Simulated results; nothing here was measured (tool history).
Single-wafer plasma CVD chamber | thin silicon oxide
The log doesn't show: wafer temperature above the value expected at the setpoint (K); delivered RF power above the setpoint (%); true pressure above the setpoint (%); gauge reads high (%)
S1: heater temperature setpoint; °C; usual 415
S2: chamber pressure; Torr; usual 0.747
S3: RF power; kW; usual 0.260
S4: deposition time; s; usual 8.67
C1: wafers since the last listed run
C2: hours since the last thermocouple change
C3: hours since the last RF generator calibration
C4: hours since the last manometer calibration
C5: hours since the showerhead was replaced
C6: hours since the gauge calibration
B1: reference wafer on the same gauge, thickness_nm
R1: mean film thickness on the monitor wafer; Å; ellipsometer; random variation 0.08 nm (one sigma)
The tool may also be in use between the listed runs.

run	hour	S1	S2	S3	S4	C1	C2	C3	C4	C5	C6	B1	R1
1	0.0	408	0.747	0.260	8.67	0	826.5	320.8	1320.2	7874.7	860.2	12.074	132.83
2	63.4	415	0.747	0.260	8.67	1965	889.9	384.2	1383.6	7938.1	923.6	12.030	131.67
3	117.9	415	0.747	0.260	8.67	1689	944.4	438.7	1438.1	7992.6	978.1	12.034	131.59
4	151.1	415	0.747	0.260	8.67	1029	977.6	471.9	1471.3	8025.8	1011.3	12.014	131.19
# hour 176.4: thermocouple changed; heater temperature recalibrated
5	212.9	415	0.747	0.260	8.67	1667	36.5	533.7	1533.1	8087.6	1073.1	12.030	130.49
6	276.1	415	0.747	0.260	8.67	1958	99.7	596.9	1596.3	8150.8	1136.3	12.022	132.11
7	327.2	427	0.747	0.260	8.67	1583	150.8	648.0	1647.4	8201.9	1187.4	11.999	129.07
# hour 398.2: showerhead replaced
8	427.2	427	0.747	0.260	8.67	2851	250.8	748.0	1747.4	29.0	1287.4	11.978	130.24
9	470.7	427	0.747	0.260	8.67	1348	294.3	791.5	1790.9	72.5	1330.9	11.962	128.77
# hour 505.0: RF generator calibrated
10	509.2	415	0.747	0.260	9.67	945	332.8	4.2	1829.4	111.0	1369.4	11.978	144.90
# hour 526.1: capacitance manometer re-zeroed and calibrated
11	716.3	405	0.747	0.260	8.67	6171	539.9	211.3	190.2	318.1	1576.5	11.918	131.94
12	761.5	415	0.747	0.260	8.67	1400	585.1	256.5	235.4	363.3	1621.7	11.889	131.43
13	793.8	415	0.747	0.260	8.67	1001	617.4	288.8	267.7	395.6	1654.0	11.915	129.42
14	849.2	411	0.638	0.275	7.98	1717	672.8	344.2	323.1	451.0	1709.4	11.906	104.32
15	880.4	428	0.747	0.260	7.00	967	704.0	375.4	354.3	482.2	1740.6	11.860	104.60
16	942.0	415	0.747	0.260	10.32	1909	765.6	437.0	415.9	543.8	1802.2	11.834	155.13
# hour 968.6: gauge calibrated
17	990.6	415	0.747	0.260	8.67	1506	814.2	485.6	464.5	592.4	22.0	12.189	133.55
# hour 1047.5: thermocouple changed; heater temperature recalibrated
18	1048.0	415	0.747	0.260	8.67	1531	0.5	543.0	521.9	649.8	79.4	12.187	133.18
19	1108.3	404	0.824	0.260	8.67	1869	60.8	603.3	582.2	710.1	139.7	12.189	147.82
20	1160.2	415	0.801	0.290	9.89	1608	112.7	655.2	634.1	762.0	191.6	12.162	168.93
21	1197.3	408	0.621	0.260	8.67	1149	149.8	692.3	671.2	799.1	228.7	12.168	109.99

The next listed run, before its measurement:
22	1222.5	415	0.747	0.260	7.84	781	175.0	717.5	696.4	824.3	253.9	?	?

{"run 22": {"B1": 12.144, "R1": 120.58}}
Without the tool's hidden state the same run would have given R1 122.10 Å.
